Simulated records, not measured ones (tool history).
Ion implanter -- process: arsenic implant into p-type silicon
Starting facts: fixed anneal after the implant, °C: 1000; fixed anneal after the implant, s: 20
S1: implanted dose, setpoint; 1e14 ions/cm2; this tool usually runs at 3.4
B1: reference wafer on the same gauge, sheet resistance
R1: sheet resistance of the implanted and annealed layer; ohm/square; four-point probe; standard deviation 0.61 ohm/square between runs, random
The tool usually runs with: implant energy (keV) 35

run 1 hour=0 | S1=3.4 implant_energy_(keV)=35 | B1=257.93 | R1=265.14
run 2 hour=41.2 | S1=3.4 implant_energy_(keV)=35 | B1=258.18 | R1=265.33
run 3 hour=105.2 | S1=3.4 implant_energy_(keV)=35 | B1=257.92 | R1=265.11
run 4 hour=159.4 | S1=3.4 implant_energy_(keV)=35 | B1=258.2 | R1=264.35
run 5 hour=224.3 | S1=3.4 implant_energy_(keV)=35 | B1=258.06 | R1=264.98
run 6 hour=287.3 | S1=3.4 implant_energy_(keV)=35 | B1=257.95 | R1=264.17
run 7 hour=316.6 | S1=3.4 implant_energy_(keV)=35 | B1=258.16 | R1=264.01
run 8 hour=343.1 | S1=3.88 implant_energy_(keV)=35 | B1=258.01 | R1=238.53
-- hour=371.8 gauge calibrated
run 9 hour=387.3 | S1=2.66 implant_energy_(keV)=46.5 | B1=257.94 | R1=302.85
run 10 hour=440.9 | S1=4.15 implant_energy_(keV)=45 | B1=258.09 | R1=218.34
-- hour=461.8 extraction supply calibrated
run 11 hour=469.9 | S1=3.4 implant_energy_(keV)=38.5 | B1=258.32 | R1=259.96
run 12 hour=540.8 | S1=2.73 implant_energy_(keV)=42.5 | B1=257.83 | R1=299.79
-- hour=617.6 Faraday cup replaced and dose calibrated
run 13 hour=618.1 | S1=2.99 implant_energy_(keV)=35 | B1=257.93 | R1=294.77
run 14 hour=715.9 | S1=3.4 implant_energy_(keV)=35 | B1=257.95 | R1=268.57
run 15 hour=786.8 | S1=2.73 implant_energy_(keV)=42.5 | B1=257.94 | R1=305.94
run 16 hour=828.2 | S1=2.43 implant_energy_(keV)=39.5 | B1=258.09 | R1=338.32
run 17 hour=854.7 | S1=2.52 implant_energy_(keV)=28 | B1=257.72 | R1=346.17

Consider 3 possible next runs. They are alternatives, not a sequence: every one starts from the tool as it was left by run 17. What does each give?
run A hour=855.1 | S1=3.4 implant_energy_(keV)=29.5 | B1=? | R1=?
run B hour=855.1 | S1=4.31 implant_energy_(keV)=46 | B1=? | R1=?
run C hour=855.1 | S1=4.2 implant_energy_(keV)=44 | B1=? | R1=?

run=A B1=257.93 R1=274.28
run=B B1=257.93 R1=215.11
run=C B1=257.93 R1=220.79
Take away the tool's hidden state, keep each run's random variation, and the runs would have read:
run=A R1=274.61
run=B R1=215.37
run=C R1=221.06
